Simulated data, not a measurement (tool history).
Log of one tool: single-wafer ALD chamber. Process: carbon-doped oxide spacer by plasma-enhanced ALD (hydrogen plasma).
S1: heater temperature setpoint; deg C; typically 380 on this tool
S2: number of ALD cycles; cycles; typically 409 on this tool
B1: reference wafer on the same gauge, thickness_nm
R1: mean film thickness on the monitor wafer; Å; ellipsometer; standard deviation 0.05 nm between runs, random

run	hour	S1	S2	B1	R1
1	0.0	380	409	16.209	201.39
2	23.2	390	409	16.185	201.64
3	38.8	390	409	16.195	201.87
4	55.8	390	409	16.200	200.46
5	74.5	373	443	16.207	217.30
6	96.6	373	443	16.198	218.07
7	116.5	380	409	16.202	201.08
8	134.8	370	409	16.195	201.15
9	166.0	380	409	16.210	201.57
10	188.8	380	409	16.202	200.36
11	216.5	380	409	16.191	200.97
12	231.3	380	409	16.197	200.72
13	266.5	380	409	16.205	201.66
# hour 289.5: thermocouple changed; heater temperature recalibrated
14	290.0	386	384	16.198	189.35
15	305.2	380	409	16.192	201.76
# hour 315.0: gauge calibrated
16	368.1	380	409	16.191	202.37
17	386.7	395	348	16.197	171.63
18	404.5	380	470	16.199	232.32
19	430.3	380	363	16.194	178.87
20	449.8	376	378	16.205	186.47
21	473.2	391	438	16.194	215.80
22	497.6	372	409	16.203	201.66
23	530.1	385	440	16.194	216.48
24	557.1	380	431	16.202	212.10

What if the next run were any one of these 3? Each begins from the tool's condition after run 24:
A	558.1	380	344	?	?
B	558.1	380	447	?	?
C	558.1	386	409	?	?

run	B1	R1
A	16.187	169.62
B	16.187	220.41
C	16.187	201.67
The same runs, with their run-to-run variation unchanged, on a tool lacking any hidden condition would have given:
run	R1
A	169.62
B	220.41
C	201.67

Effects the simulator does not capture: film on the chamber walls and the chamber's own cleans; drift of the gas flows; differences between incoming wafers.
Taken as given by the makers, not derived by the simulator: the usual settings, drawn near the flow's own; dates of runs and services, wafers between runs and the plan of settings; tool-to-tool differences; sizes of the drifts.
